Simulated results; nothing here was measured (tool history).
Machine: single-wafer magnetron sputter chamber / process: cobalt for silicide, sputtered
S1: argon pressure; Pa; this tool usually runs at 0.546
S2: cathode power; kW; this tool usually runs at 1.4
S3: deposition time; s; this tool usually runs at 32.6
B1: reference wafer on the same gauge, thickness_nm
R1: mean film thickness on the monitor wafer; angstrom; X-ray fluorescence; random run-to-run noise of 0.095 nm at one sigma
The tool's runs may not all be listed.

run    hour     S1    S2    S3      B1      R1
  1       0  0.546   1.4  32.6  23.991  213.72
  2    37.3  0.546   1.5  32.6  23.994  225.82
  3   100.1  0.546   1.4  32.6  24.026  210.14
  4   145.5  0.546   1.4  32.6   23.98  207.23
  5   231.5  0.546   1.4  32.6  24.007  203.83
  6   292.2  0.546   1.4  32.6  24.005  203.94
  7     358  0.546   1.4  32.6  23.997  213.11
  8   423.7  0.622   1.4    30  23.995  192.91
  9   526.7  0.622   1.4    30  24.008  190.28
 10   589.4  0.546   1.4  31.1  24.004  199.37
 11     684  0.546   1.4  31.1      24  202.12
 12     765  0.432   1.4  32.6  23.993  216.83
 13   832.9  0.432   1.4  32.6  23.983  220.79
 14   880.5  0.546   1.4  32.6  24.009  207.92
 15   933.6  0.707   1.4  37.5  24.009  224.02
 16  1036.1   0.67  1.25  29.9  24.001  158.39
 17  1083.8  0.546   1.7  32.6  23.974  259.51
 18  1132.3  0.486   1.4  26.3  24.013  174.16
 19  1238.9  0.546   1.4  32.6  23.998  210.73
 20  1321.2  0.546   1.4  32.6  23.997  206.15
 21  1396.3  0.546   1.4  32.6  24.018  202.76
 22  1438.4  0.656  1.75  38.6  24.007  287.65
 23  1519.7  0.432   1.4  32.6  23.996  224.53
 24    1574  0.683  1.65  27.4   23.99  199.13
 25  1611.9  0.546   1.4  32.6  23.991  210.83
 26  1668.5   0.68  1.75  32.6  24.006  248.31
 27  1783.8  0.546   1.4  32.6  23.994  214.92
 28  1866.2  0.626   1.4  35.9  23.991  228.72

Between the runs listed above, the log contained 10 entries, not reproduced here. Where in the sequence does each belong, and how does what the log doesn't record of the tool's condition differ from the listed run before to the listed run after?
Logged between run 4 and run 5: gauge calibrated (hour 196.5)
  deposition rate above that of a new target (%): -2.37 -> -4.01
  measured result minus the result with no hidden state, R1: -5.04 -> -8.53 angstrom
Logged between run 6 and run 7: sputter target and shields replaced (hour 329.8)
  deposition rate above that of a new target (%): -5.5 -> -0.412
  measured result minus the result with no hidden state, R1: -11.86 -> -0.88 angstrom
Logged between run 10 and run 11: sputter target and shields replaced (hour 665.7)
  deposition rate above that of a new target (%): -2.83 -> -0.542
  measured result minus the result with no hidden state, R1: -5.81 -> -1.1 angstrom
Logged between run 12 and run 13: magnet pack replaced, of another model than before (hour 792.7)
  deposition rate above that of a new target (%): -0.888 -> -1.55
  measured result minus the result with no hidden state, R1: -1.94 -> -3.46 angstrom
Logged between run 13 and run 14: capacitance manometer re-zeroed and calibrated (hour 866.8)
  deposition rate above that of a new target (%): -1.55 -> -2.21
  measured result minus the result with no hidden state, R1: -3.46 -> -4.69 angstrom
Logged between run 16 and run 17: sputter target and shields replaced (hour 1049.5)
  deposition rate above that of a new target (%): -5.52 -> -0.85
  measured result minus the result with no hidden state, R1: -9.25 -> -2.23 angstrom
Logged between run 19 and run 20: gauge calibrated (hour 1315.3)
  deposition rate above that of a new target (%): -2.11 -> -3.49
  measured result minus the result with no hidden state, R1: -4.55 -> -7.45 angstrom
Logged between run 22 and run 23: sputter target and shields replaced (hour 1447.7)
  deposition rate above that of a new target (%): -6.3 -> -0.444
  measured result minus the result with no hidden state, R1: -19.34 -> -1 angstrom
Logged between run 26 and run 27: capacitance manometer re-zeroed and calibrated (hour 1779.6); sputter target and shields replaced (hour 1783.3)
  deposition rate above that of a new target (%): -2.03 -> -0.11
  measured result minus the result with no hidden state, R1: -5.14 -> -0.23 angstrom
